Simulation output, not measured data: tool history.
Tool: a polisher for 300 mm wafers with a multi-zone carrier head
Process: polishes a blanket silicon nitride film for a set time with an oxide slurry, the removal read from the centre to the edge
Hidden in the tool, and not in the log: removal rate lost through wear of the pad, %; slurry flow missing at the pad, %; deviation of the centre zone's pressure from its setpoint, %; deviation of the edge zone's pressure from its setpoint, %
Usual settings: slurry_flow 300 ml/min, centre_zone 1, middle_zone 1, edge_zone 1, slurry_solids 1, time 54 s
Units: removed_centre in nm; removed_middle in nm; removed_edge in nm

| run | hour | slurry_flow | centre_zone | middle_zone | edge_zone | slurry_solids | time | wafers since the last listed run | wafers polished on this pad | hours since the slurry nozzle was cleaned | hours since the centre zone pressure was calibrated | hours since the edge zone pressure was calibrated | hours since the carrier head's membrane was replaced | incoming thickness of the incoming film, nm | removed_centre | removed_middle | removed_edge |
|---|---|---|---|---|---|---|---|---|---|---|---|---|---|---|---|---|---|
| 1 | 0 | 300 | 1 | 0.93 | 1 | 1.2 | 54 | 0 | 1351 | 94.6 | 854.8 | 63.9 | 1354.1 | 389.6 | 23.2 | 19.1 | 21.4 |
|  | 12.2 | worn pad replaced by a new one |
| 2 | 12.7 | 235 | 0.93 | 1 | 1 | 1.2 | 68 | 86 | 4 | 107.3 | 867.5 | 76.6 | 1366.8 | 385.6 | 26 | 25.5 | 26.4 |
|  | 26.1 | carrier head's membrane replaced by a new one |
| 3 | 26.6 | 300 | 1 | 1 | 1 | 1 | 54 | 88 | 92 | 121.2 | 881.4 | 90.5 | 0.5 | 388.8 | 22.4 | 19.3 | 19.6 |
|  | 30.5 | centre zone pressure recalibrated |
| 4 | 32.6 | 300 | 0.94 | 1.1 | 1 | 1.25 | 54 | 39 | 132 | 127.2 | 2.1 | 96.5 | 6.5 | 392.8 | 19.6 | 22.4 | 20.9 |
| 5 | 42.3 | 215 | 1 | 1 | 1 | 0.85 | 46 | 96 | 228 | 136.9 | 11.8 | 106.2 | 16.2 | 389.9 | 15.5 | 15.2 | 15.8 |
| 6 | 57.8 | 300 | 1 | 1 | 1 | 1 | 54 | 153 | 382 | 152.4 | 27.3 | 121.7 | 31.7 | 389.3 | 19.3 | 19.3 | 19.7 |
| 7 | 66.3 | 245 | 1 | 1 | 1 | 0.9 | 54 | 84 | 466 | 160.9 | 35.8 | 130.2 | 40.2 | 394.8 | 19 | 18.7 | 19.4 |
| 8 | 73.5 | 300 | 1 | 1 | 1 | 1 | 54 | 71 | 538 | 168.1 | 43 | 137.4 | 47.4 | 391.2 | 20.2 | 19.3 | 19.8 |
| 9 | 90.5 | 300 | 1 | 1 | 1 | 1 | 54 | 168 | 706 | 185.1 | 60 | 154.4 | 64.4 | 384.4 | 19.7 | 19.2 | 19.9 |
| 10 | 97.1 | 340 | 1.07 | 1 | 1 | 1 | 54 | 65 | 772 | 191.7 | 66.6 | 161 | 71 | 387.3 | 21 | 19.3 | 19.5 |
| 11 | 114.3 | 260 | 1 | 1 | 1.09 | 0.8 | 48 | 170 | 943 | 208.9 | 83.8 | 178.2 | 88.2 | 391.3 | 16.2 | 15.7 | 16.9 |
| 12 | 128.2 | 300 | 0.97 | 1 | 1 | 1.2 | 43 | 137 | 1081 | 222.8 | 97.7 | 192.1 | 102.1 | 385.8 | 16.2 | 16.5 | 16.9 |
| 13 | 140.1 | 385 | 0.92 | 0.94 | 1.04 | 1 | 54 | 118 | 1199 | 234.7 | 109.6 | 204 | 114 | 387.2 | 18.2 | 18.5 | 20.4 |
|  | 147.5 | worn pad replaced by a new one |
| 14 | 168 | 300 | 1 | 1 | 1 | 1 | 54 | 237 | 202 | 262.6 | 137.5 | 231.9 | 141.9 | 394.8 | 19.8 | 19.3 | 19.6 |
| 15 | 182.1 | 300 | 1 | 1 | 1 | 0.75 | 40 | 139 | 342 | 276.7 | 151.6 | 246 | 156 | 392.3 | 13.5 | 12.9 | 13.3 |
| 16 | 191.4 | 330 | 1 | 1 | 1.11 | 0.8 | 54 | 92 | 435 | 286 | 160.9 | 255.3 | 165.3 | 396.2 | 18.6 | 17.8 | 19.7 |
| 17 | 204.2 | 300 | 1 | 1.11 | 0.95 | 0.7 | 54 | 127 | 562 | 298.8 | 173.7 | 268.1 | 178.1 | 389.4 | 17 | 18.4 | 16.6 |
| 18 | 218.5 | 275 | 1 | 1 | 1 | 1 | 54 | 141 | 704 | 313.1 | 188 | 282.4 | 192.4 | 381.6 | 19.7 | 19.2 | 19.6 |
| 19 | 234.6 | 300 | 1.06 | 1.1 | 1 | 1.2 | 71 | 159 | 863 | 329.2 | 204.1 | 298.5 | 208.5 | 397.2 | 29.8 | 29.5 | 27.8 |
| 20 | 241.7 | 300 | 1 | 1 | 1 | 1 | 71 | 70 | 934 | 336.3 | 211.2 | 305.6 | 215.6 | 392.4 | 26.1 | 25.4 | 26.5 |
| 21 | 251.7 | 300 | 1 | 1 | 1 | 1.2 | 49 | 99 | 1033 | 346.3 | 221.2 | 315.6 | 225.6 | 390.4 | 19.4 | 18.4 | 19.3 |
| 22 | 261 | 300 | 1 | 1.1 | 0.94 | 1 | 54 | 92 | 1125 | 355.6 | 230.5 | 324.9 | 234.9 | 385.4 | 19.9 | 21 | 19.5 |

Forecast each of these 4 alternatives for the next run:
| A | 261.4 | 300 | 1 | 0.89 | 1 | 1 | 54 | 3 | 1129 | 356 | 230.9 | 325.3 | 235.3 | 389.5 | ? | ? | ? |
| B | 261.4 | 220 | 1 | 1 | 1 | 1 | 54 | 3 | 1129 | 356 | 230.9 | 325.3 | 235.3 | 389.5 | ? | ? | ? |
| C | 261.4 | 300 | 1 | 1 | 1.05 | 1.1 | 54 | 3 | 1129 | 356 | 230.9 | 325.3 | 235.3 | 389.5 | ? | ? | ? |
| D | 261.4 | 260 | 0.94 | 1.08 | 1 | 1.1 | 54 | 3 | 1129 | 356 | 230.9 | 325.3 | 235.3 | 389.5 | ? | ? | ? |

| run | removed_centre | removed_middle | removed_edge |
|---|---|---|---|
| A | 19.5 | 17.4 | 19.9 |
| B | 19.1 | 18.8 | 19.6 |
| C | 20.2 | 19.8 | 21.1 |
| D | 18.8 | 21 | 20.4 |
Without the tool's hidden state the same runs would have given:
| run | removed_centre | removed_middle | removed_edge |
|---|---|---|---|
| A | 19.5 | 17.4 | 19.9 |
| B | 19.1 | 18.8 | 19.6 |
| C | 20.2 | 19.8 | 21.1 |
| D | 18.8 | 21 | 20.4 |
